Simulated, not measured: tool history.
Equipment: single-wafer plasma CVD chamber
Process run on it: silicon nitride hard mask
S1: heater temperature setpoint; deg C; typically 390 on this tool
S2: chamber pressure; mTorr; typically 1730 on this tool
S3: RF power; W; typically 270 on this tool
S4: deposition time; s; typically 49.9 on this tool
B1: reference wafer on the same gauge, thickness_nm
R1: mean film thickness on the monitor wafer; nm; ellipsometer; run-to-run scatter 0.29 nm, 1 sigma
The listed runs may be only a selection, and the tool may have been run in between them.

run,day,S1,S2,S3,S4,B1,R1
1,0,390,1730,270,49.9,55.118,62.183
# day 0.712: thermocouple changed; heater temperature recalibrated
2,1.854,398,1730,270,49.9,55.176,60.901
3,5.6,398,1730,270,49.9,55.278,61.776
4,10,390,1380,280,49.9,55.249,57.73
5,13.517,390,1380,280,49.9,55.328,57.897
6,15.067,390,1730,270,49.9,55.349,61.225
7,18.1,390,1730,270,49.9,55.294,61.329
# day 19.067: capacitance manometer re-zeroed and calibrated
8,21.65,390,1730,270,49.9,55.302,61.744
9,26.133,390,1730,240,49.9,55.311,58.579
10,28.062,390,1730,240,49.9,55.321,58.891
# day 29.988: gauge calibrated
11,31.167,390,1730,270,49.9,53.832,59.756
12,35.379,390,2010,270,49.9,54.115,62.948
13,37.767,390,1990,230,52.6,54.21,61.852
14,39.292,381,1910,310,45.9,54.317,61.304
15,41.817,390,1730,270,46.1,54.362,55.345
# day 42.204: RF generator calibrated
# day 43.138: thermocouple changed; heater temperature recalibrated
16,43.971,390,1730,290,42.9,54.543,53.542
# day 46.517: showerhead replaced
17,47.379,404,1730,225,49.9,54.638,56.036
18,52.338,400,1900,220,54.2,54.786,61.698
19,56.721,390,1730,220,49.9,54.879,56.1
20,60.95,390,2130,270,49.9,54.947,64.939
21,64.342,390,1730,270,49.9,55.074,61.525
22,67.396,394,2100,255,44.2,55.263,56.05
23,70.467,386,1590,295,41,55.332,51.146
24,72.883,390,1730,270,49.9,55.326,60.854
25,76.283,386,1730,270,55.3,55.495,68.628
26,79.054,380,1730,270,49.9,55.37,62.353
27,81.075,390,2130,305,49.9,55.521,69.296
# day 81.825: thermocouple changed; heater temperature recalibrated
28,84.35,390,1730,270,49.9,55.581,61.429

What if the next run were any one of these 4? Each begins from the tool's condition after run 28:
A,84.367,390,1730,270,49.9,?,?
B,84.367,385,2110,305,59.7,?,?
C,84.367,397,1470,325,43.1,?,?
D,84.367,405,1910,235,55.5,?,?

run,B1,R1
A,55.556,61.656
B,55.556,82.735
C,55.556,54.577
D,55.556,66.187
What these runs would have given with no unlogged condition in the tool:
run,R1
A,59.176
B,79.406
C,52.381
D,63.524
